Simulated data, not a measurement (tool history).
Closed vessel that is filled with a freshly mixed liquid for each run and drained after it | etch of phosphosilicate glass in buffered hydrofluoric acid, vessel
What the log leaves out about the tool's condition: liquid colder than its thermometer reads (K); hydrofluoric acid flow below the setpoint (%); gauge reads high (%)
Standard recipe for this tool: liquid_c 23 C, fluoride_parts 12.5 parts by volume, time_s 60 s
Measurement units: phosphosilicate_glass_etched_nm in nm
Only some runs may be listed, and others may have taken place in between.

run,hour,liquid_c,fluoride_parts,time_s,wafers since the last listed run,hours since the thermometer was replaced,hours since the hydrofluoric acid flow meter was replaced,hours since the gauge calibration,"read-back film thickness of the phosphosilicate glass reference wafer, read on the same gauge (nm)",phosphosilicate_glass_etched_nm
1,0,23,12.5,60,0,1666.7,723.6,1.1,139.98,240.28
2,14.2,23,12.5,60,1190,1680.9,737.8,15.3,140,238.36
3,20.4,23,12.5,60,519,1687.1,744,21.5,140.01,240.52
4,37.8,24,12.5,60,1458,1704.5,761.4,38.9,140.01,254.42
5,55.1,24,12.5,60,1449,1721.8,778.7,56.2,140,251.3
6,68.9,23,12.5,70,1156,1735.6,792.5,70,140,279.41
7,83.5,23,12.5,70,1223,1750.2,807.1,84.6,140,274.07
8,91.7,23,12.5,70,687,1758.4,815.3,92.8,140.01,278.09
9,105.4,27,12.5,75,1148,1772.1,829,106.5,140,364.61
10,113.8,27,12.5,75,704,1780.5,837.4,114.9,140,367.43
11,128.9,20.5,12.5,35,1265,1795.6,852.5,130,140.01,120.63
12,141.3,20.5,12.5,35,1039,1808,864.9,142.4,140,120.07
# hour 145.4: hydrofluoric acid flow meter replaced
13,157.4,23,12.5,60,1265,1824.1,12,158.5,139.98,233.85
14,175.2,23,12.5,60,1491,1841.9,29.8,176.3,139.99,239.33
15,185.1,27,12.5,60,829,1851.8,39.7,186.2,140,294.42
16,191.1,21,14.5,70,502,1857.8,45.7,192.2,140,216.46
17,200.9,23,12.5,60,821,1867.6,55.5,202,140.02,235.77
18,209.3,19,17,50,704,1876,63.9,210.4,140.01,115.8
19,226.6,21.5,8,70,1449,1893.3,81.2,227.7,140.01,381.33
20,237.9,23,12.5,75,947,1904.6,92.5,239,140.01,291.52
21,248,19,12.5,60,846,1914.7,102.6,249.1,139.99,187.18
# hour 252.1: gauge calibrated
22,263,20,12.5,45,1257,1929.7,117.6,10.9,139.99,148.71
# hour 267.2: thermometer replaced
23,273.8,20.5,9.5,70,821,6.6,128.4,21.7,140,354.96
24,289.3,23,12.5,60,1299,22.1,143.9,37.2,140.01,270.13
25,296.8,18,15.5,75,628,29.6,151.4,44.7,139.98,205.78
26,304.3,23,11,90,628,37.1,158.9,52.2,140,459.94
27,315.7,21.5,8,80,955,48.5,170.3,63.6,140,490.33
28,331.9,23,12.5,70,1357,64.7,186.5,79.8,140,315.41
29,340.2,23,12.5,60,695,73,194.8,88.1,139.99,269.13
30,352.8,26,12.5,60,1056,85.6,207.4,100.7,140,317.06
31,370.2,23,12.5,60,1458,103,224.8,118.1,140.03,266.94
32,378.1,23,12.5,50,662,110.9,232.7,126,139.99,222.83

Alternative continuations, all from the tool just after run 32; predict every row:
A,378.8,23,12.5,60,58,111.6,233.4,126.7,?,?
B,378.8,23,16,30,58,111.6,233.4,126.7,?,?
C,378.8,25.5,12.5,60,58,111.6,233.4,126.7,?,?
D,378.8,20.5,10.5,40,58,111.6,233.4,126.7,?,?

run,"read-back film thickness of the phosphosilicate glass reference wafer, read on the same gauge (nm)",phosphosilicate_glass_etched_nm
A,139.99,265.54
B,139.99,104.2
C,139.99,304.34
D,139.99,182.72
Without the tool's unlogged condition, the same runs would have read:
run,phosphosilicate_glass_etched_nm
A,268.77
B,105.47
C,307.98
D,184.98
